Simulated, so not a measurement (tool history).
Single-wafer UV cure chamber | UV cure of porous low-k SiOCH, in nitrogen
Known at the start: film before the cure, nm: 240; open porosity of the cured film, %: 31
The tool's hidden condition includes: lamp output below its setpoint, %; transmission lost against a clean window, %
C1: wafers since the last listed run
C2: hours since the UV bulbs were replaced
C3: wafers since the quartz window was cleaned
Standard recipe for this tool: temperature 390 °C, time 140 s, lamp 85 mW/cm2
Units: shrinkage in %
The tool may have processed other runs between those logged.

run 1 hour=0.0 | temperature=390 time=140 lamp=116 | C1=0 C2=2232.2 C3=211 | shrinkage=13.693
run 2 hour=13.1 | temperature=390 time=140 lamp=116 | C1=94 C2=2245.3 C3=305 | shrinkage=13.804
run 3 hour=24.2 | temperature=390 time=140 lamp=116 | C1=79 C2=2256.4 C3=385 | shrinkage=13.912
run 4 hour=40.8 | temperature=390 time=140 lamp=85 | C1=119 C2=2273.0 C3=504 | shrinkage=12.067
run 5 hour=54.8 | temperature=390 time=140 lamp=85 | C1=100 C2=2287.0 C3=605 | shrinkage=11.939
run 6 hour=72.0 | temperature=390 time=140 lamp=85 | C1=123 C2=2304.2 C3=728 | shrinkage=11.853
run 7 hour=85.8 | temperature=390 time=140 lamp=85 | C1=99 C2=2318.0 C3=828 | shrinkage=11.696
run 8 hour=99.7 | temperature=390 time=140 lamp=85 | C1=99 C2=2331.9 C3=927 | shrinkage=11.612
run 9 hour=106.7 | temperature=390 time=140 lamp=85 | C1=50 C2=2338.9 C3=978 | shrinkage=11.665
run 10 hour=124.1 | temperature=390 time=140 lamp=85 | C1=125 C2=2356.3 C3=1103 | shrinkage=11.527
run 11 hour=135.4 | temperature=390 time=140 lamp=85 | C1=81 C2=2367.6 C3=1184 | shrinkage=11.457
run 12 hour=142.7 | temperature=390 time=115 lamp=85 | C1=52 C2=2374.9 C3=1237 | shrinkage=10.403
run 13 hour=154.0 | temperature=371 time=115 lamp=96 | C1=81 C2=2386.2 C3=1318 | shrinkage=10.429
-- hour=171.0 quartz window cleaned
run 14 hour=171.5 | temperature=376 time=140 lamp=85 | C1=68 C2=2403.7 C3=3 | shrinkage=12.013
run 15 hour=171.9 | temperature=377 time=165 lamp=70 | C1=2 C2=2404.1 C3=6 | shrinkage=11.787
run 16 hour=178.2 | temperature=404 time=90 lamp=85 | C1=45 C2=2410.4 C3=51 | shrinkage=10.260
-- hour=188.5 UV bulbs replaced
run 17 hour=203.9 | temperature=402 time=210 lamp=97 | C1=127 C2=15.4 C3=178 | shrinkage=15.377
run 18 hour=220.4 | temperature=390 time=140 lamp=85 | C1=118 C2=31.9 C3=297 | shrinkage=12.373
run 19 hour=233.1 | temperature=373 time=55 lamp=118 | C1=91 C2=44.6 C3=388 | shrinkage=8.545
run 20 hour=248.9 | temperature=375 time=140 lamp=68 | C1=113 C2=60.4 C3=502 | shrinkage=10.751
run 21 hour=258.8 | temperature=390 time=70 lamp=85 | C1=71 C2=70.3 C3=573 | shrinkage=8.513
run 22 hour=271.8 | temperature=371 time=140 lamp=101 | C1=93 C2=83.3 C3=667 | shrinkage=12.692
run 23 hour=287.5 | temperature=378 time=180 lamp=100 | C1=112 C2=99.0 C3=780 | shrinkage=13.987
run 24 hour=302.6 | temperature=390 time=140 lamp=85 | C1=108 C2=114.1 C3=888 | shrinkage=11.804

State the hidden condition of the tool at each of the runs:
lamp output below its setpoint, %: 0 on each run
H1: transmission lost against a clean window, %
run=1 H1=3.28
run=2 H1=3.67
run=3 H1=4.1
run=4 H1=4.95
run=5 H1=5.83
run=6 H1=7.14
run=7 H1=8.37
run=8 H1=9.76
run=9 H1=10.5
run=10 H1=12.6
run=11 H1=14.1
run=12 H1=15.1
run=13 H1=16.7
run=14 H1=0.205
run=15 H1=0.205
run=16 H1=0.226
run=17 H1=0.649
run=18 H1=1.21
run=19 H1=1.79
run=20 H1=2.69
run=21 H1=3.37
run=22 H1=4.37
run=23 H1=5.77
run=24 H1=7.31
